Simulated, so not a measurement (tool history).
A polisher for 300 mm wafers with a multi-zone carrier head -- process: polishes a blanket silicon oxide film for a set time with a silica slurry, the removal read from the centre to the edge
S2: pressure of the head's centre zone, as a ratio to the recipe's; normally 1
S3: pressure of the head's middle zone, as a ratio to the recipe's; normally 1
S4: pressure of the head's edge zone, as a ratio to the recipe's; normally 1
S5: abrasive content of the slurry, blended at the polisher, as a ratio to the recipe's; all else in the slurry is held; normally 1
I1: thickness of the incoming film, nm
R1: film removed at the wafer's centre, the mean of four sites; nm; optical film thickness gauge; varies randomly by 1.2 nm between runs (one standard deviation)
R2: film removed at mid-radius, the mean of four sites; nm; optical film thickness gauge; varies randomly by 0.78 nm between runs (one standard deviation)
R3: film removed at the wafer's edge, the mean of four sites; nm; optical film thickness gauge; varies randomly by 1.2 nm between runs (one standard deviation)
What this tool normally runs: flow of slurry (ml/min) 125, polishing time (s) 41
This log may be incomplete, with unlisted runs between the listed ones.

{"run": 1, "day": 0.0, "flow of slurry (ml/min)": 125, "S2": 1, "S3": 1, "S4": 1.05, "S5": 1, "polishing time (s)": 41, "I1": 1352, "R1": 76.2, "R2": 83.6, "R3": 81.9}
{"day": 0.442, "done": "worn pad replaced by a new one"}
{"run": 2, "day": 0.75, "flow of slurry (ml/min)": 125, "S2": 1.09, "S3": 1, "S4": 1, "S5": 1.05, "polishing time (s)": 41, "I1": 1365.2, "R1": 84, "R2": 83.7, "R3": 85.3}
{"run": 3, "day": 1.092, "flow of slurry (ml/min)": 125, "S2": 1.09, "S3": 1, "S4": 1, "S5": 1.05, "polishing time (s)": 41, "I1": 1367.1, "R1": 80.5, "R2": 85.8, "R3": 83.6}
{"run": 4, "day": 1.383, "flow of slurry (ml/min)": 125, "S2": 1, "S3": 1, "S4": 1, "S5": 1, "polishing time (s)": 41, "I1": 1382.5, "R1": 74.9, "R2": 82.6, "R3": 81.6}
{"run": 5, "day": 1.688, "flow of slurry (ml/min)": 110, "S2": 1, "S3": 0.92, "S4": 1, "S5": 1.25, "polishing time (s)": 41, "I1": 1365.2, "R1": 78, "R2": 83.4, "R3": 87.3}
{"run": 6, "day": 2.212, "flow of slurry (ml/min)": 125, "S2": 1, "S3": 0.96, "S4": 1, "S5": 1, "polishing time (s)": 41, "I1": 1351.2, "R1": 75.5, "R2": 81.2, "R3": 82}
{"day": 2.725, "done": "edge zone pressure recalibrated"}
{"run": 7, "day": 2.896, "flow of slurry (ml/min)": 125, "S2": 1, "S3": 1, "S4": 1, "S5": 1, "polishing time (s)": 41, "I1": 1390.3, "R1": 72.7, "R2": 85.2, "R3": 83}
{"day": 4.038, "done": "slurry nozzle cleaned"}
{"day": 4.108, "done": "worn pad replaced by a new one"}
{"run": 8, "day": 4.421, "flow of slurry (ml/min)": 125, "S2": 1, "S3": 1, "S4": 1, "S5": 1, "polishing time (s)": 41, "I1": 1372.5, "R1": 75.2, "R2": 83.7, "R3": 84.9}
{"run": 9, "day": 4.912, "flow of slurry (ml/min)": 125, "S2": 1.05, "S3": 1.04, "S4": 1.1, "S5": 1.3, "polishing time (s)": 41, "I1": 1386.9, "R1": 84, "R2": 94.4, "R3": 93.9}
{"day": 5.371, "done": "carrier head's membrane replaced by a new one"}
{"run": 10, "day": 5.412, "flow of slurry (ml/min)": 125, "S2": 1, "S3": 1, "S4": 1, "S5": 1, "polishing time (s)": 41, "I1": 1378.1, "R1": 75.8, "R2": 83.1, "R3": 82.3}
{"run": 11, "day": 6.971, "flow of slurry (ml/min)": 155, "S2": 1, "S3": 1, "S4": 1, "S5": 1, "polishing time (s)": 41, "I1": 1372.8, "R1": 78.3, "R2": 88.1, "R3": 86.1}
{"run": 12, "day": 7.254, "flow of slurry (ml/min)": 125, "S2": 1, "S3": 1, "S4": 1, "S5": 1, "polishing time (s)": 41, "I1": 1376, "R1": 73.8, "R2": 83.8, "R3": 83.3}
{"day": 7.971, "done": "worn pad replaced by a new one"}
{"run": 13, "day": 7.992, "flow of slurry (ml/min)": 125, "S2": 1, "S3": 1, "S4": 1, "S5": 1, "polishing time (s)": 41, "I1": 1385.9, "R1": 74.5, "R2": 82.9, "R3": 81.9}
{"run": 14, "day": 8.388, "flow of slurry (ml/min)": 125, "S2": 1.06, "S3": 0.89, "S4": 1.05, "S5": 1, "polishing time (s)": 41, "I1": 1386.6, "R1": 81.2, "R2": 77, "R3": 85.3}
{"day": 8.521, "done": "centre zone pressure recalibrated"}
{"run": 15, "day": 9.1, "flow of slurry (ml/min)": 125, "S2": 1.04, "S3": 1, "S4": 1, "S5": 1, "polishing time (s)": 41, "I1": 1381.4, "R1": 87.4, "R2": 83.2, "R3": 82}
{"run": 16, "day": 9.783, "flow of slurry (ml/min)": 145, "S2": 1, "S3": 1, "S4": 1.09, "S5": 1, "polishing time (s)": 55, "I1": 1387.9, "R1": 113.8, "R2": 115.6, "R3": 115.6}
{"run": 17, "day": 10.521, "flow of slurry (ml/min)": 125, "S2": 1, "S3": 1, "S4": 1, "S5": 1, "polishing time (s)": 41, "I1": 1361.8, "R1": 82.5, "R2": 84, "R3": 79.9}
{"run": 18, "day": 10.867, "flow of slurry (ml/min)": 165, "S2": 1, "S3": 1, "S4": 1, "S5": 0.85, "polishing time (s)": 41, "I1": 1345.9, "R1": 82.8, "R2": 83, "R3": 80.6}
{"run": 19, "day": 11.2, "flow of slurry (ml/min)": 80, "S2": 0.95, "S3": 1, "S4": 1, "S5": 0.75, "polishing time (s)": 52, "I1": 1391.6, "R1": 72.7, "R2": 82.1, "R3": 83.7}
{"run": 20, "day": 11.617, "flow of slurry (ml/min)": 125, "S2": 1, "S3": 1, "S4": 1.12, "S5": 1, "polishing time (s)": 41, "I1": 1367.9, "R1": 81.2, "R2": 83.1, "R3": 85.9}
{"run": 21, "day": 12.025, "flow of slurry (ml/min)": 125, "S2": 1, "S3": 1, "S4": 1, "S5": 1, "polishing time (s)": 41, "I1": 1378.8, "R1": 79.4, "R2": 82.3, "R3": 81.9}
{"day": 12.433, "done": "worn pad replaced by a new one"}
{"run": 22, "day": 12.529, "flow of slurry (ml/min)": 125, "S2": 0.96, "S3": 1, "S4": 1, "S5": 1, "polishing time (s)": 41, "I1": 1382.7, "R1": 76.5, "R2": 85.6, "R3": 84.1}
{"run": 23, "day": 12.942, "flow of slurry (ml/min)": 125, "S2": 1, "S3": 1, "S4": 0.92, "S5": 1, "polishing time (s)": 41, "I1": 1401.7, "R1": 79.3, "R2": 83.4, "R3": 82.4}

Selected run-to-run steps in R1, each split into two signed amounts: the part the tool would show with no hidden state at all (from settings, incoming material and random variation), and the remainder, which goes to the hidden state together with any gauge scatter not common to the measured and the hidden-state-free results:
The tool's hidden condition here consists of: removal rate lost through wear of the pad, %; slurry flow missing at the pad, %; deviation of the centre zone's pressure from its setpoint, %; deviation of the edge zone's pressure from its setpoint, %.
Run 8 -> 9: S2 1 -> 1.05, S3 1 -> 1.04, S4 1 -> 1.1, S5 1 -> 1.3. R1 +8.8 nm: hidden state -1, all else +9.8.
Run 14 -> 15: S2 1.06 -> 1.04, S3 0.89 -> 1, S4 1.05 -> 1, centre zone pressure recalibrated. R1 +6.2 nm: hidden state +8.6, all else -2.4.
Run 15 -> 16: flow of slurry (ml/min) 125 -> 145, S2 1.04 -> 1, S4 1 -> 1.09, polishing time (s) 41 -> 55. R1 +26.4 nm: hidden state -0.9, all else +27.3.
Run 16 -> 17: flow of slurry (ml/min) 145 -> 125, S4 1.09 -> 1, polishing time (s) 55 -> 41. R1 -31.3 nm: hidden state -0.1, all else -31.2.

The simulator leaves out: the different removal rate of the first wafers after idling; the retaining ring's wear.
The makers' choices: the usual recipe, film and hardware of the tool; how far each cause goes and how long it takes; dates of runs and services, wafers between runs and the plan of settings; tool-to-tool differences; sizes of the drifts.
